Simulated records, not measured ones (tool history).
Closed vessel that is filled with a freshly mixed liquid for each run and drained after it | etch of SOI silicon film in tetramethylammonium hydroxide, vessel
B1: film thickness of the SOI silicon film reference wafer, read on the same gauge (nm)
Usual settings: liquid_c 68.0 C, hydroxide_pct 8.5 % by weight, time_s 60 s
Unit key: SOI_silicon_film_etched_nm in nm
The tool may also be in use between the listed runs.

Run 1, day 0.000: usual settings but liquid_c 63.5 C; B1 50.00. Result: SOI_silicon_film_etched_nm 332.54 nm.
Run 2, day 1.058: usual settings but liquid_c 63.5 C; B1 49.98. Result: SOI_silicon_film_etched_nm 334.70 nm.
Run 3, day 2.008: usual settings but liquid_c 63.5 C; B1 50.00. Result: SOI_silicon_film_etched_nm 337.74 nm.
Run 4, day 2.538: usual settings but liquid_c 72.0 C; B1 50.03. Result: SOI_silicon_film_etched_nm 557.71 nm.
Run 5, day 3.067: usual settings but liquid_c 72.0 C; B1 50.00. Result: SOI_silicon_film_etched_nm 555.52 nm.
Run 6, day 4.154: usual settings but liquid_c 72.0 C; B1 49.99. Result: SOI_silicon_film_etched_nm 557.65 nm.
Run 7, day 5.288: usual settings but liquid_c 62.0 C; B1 50.02. Result: SOI_silicon_film_etched_nm 309.52 nm.
Run 8, day 6.579: usual settings but liquid_c 62.0 C; B1 49.99. Result: SOI_silicon_film_etched_nm 306.35 nm.

For run 9, what comes out?
At day 6.854: gauge calibrated.
Run 9, day 7.196: usual settings but liquid_c 75.0 C; B1 ?. Result: SOI_silicon_film_etched_nm ?.

Run 9 yielded B1 49.99, SOI_silicon_film_etched_nm 661.43 nm.
Had the tool carried no hidden state, the very same run would have given SOI_silicon_film_etched_nm 617.12 nm.
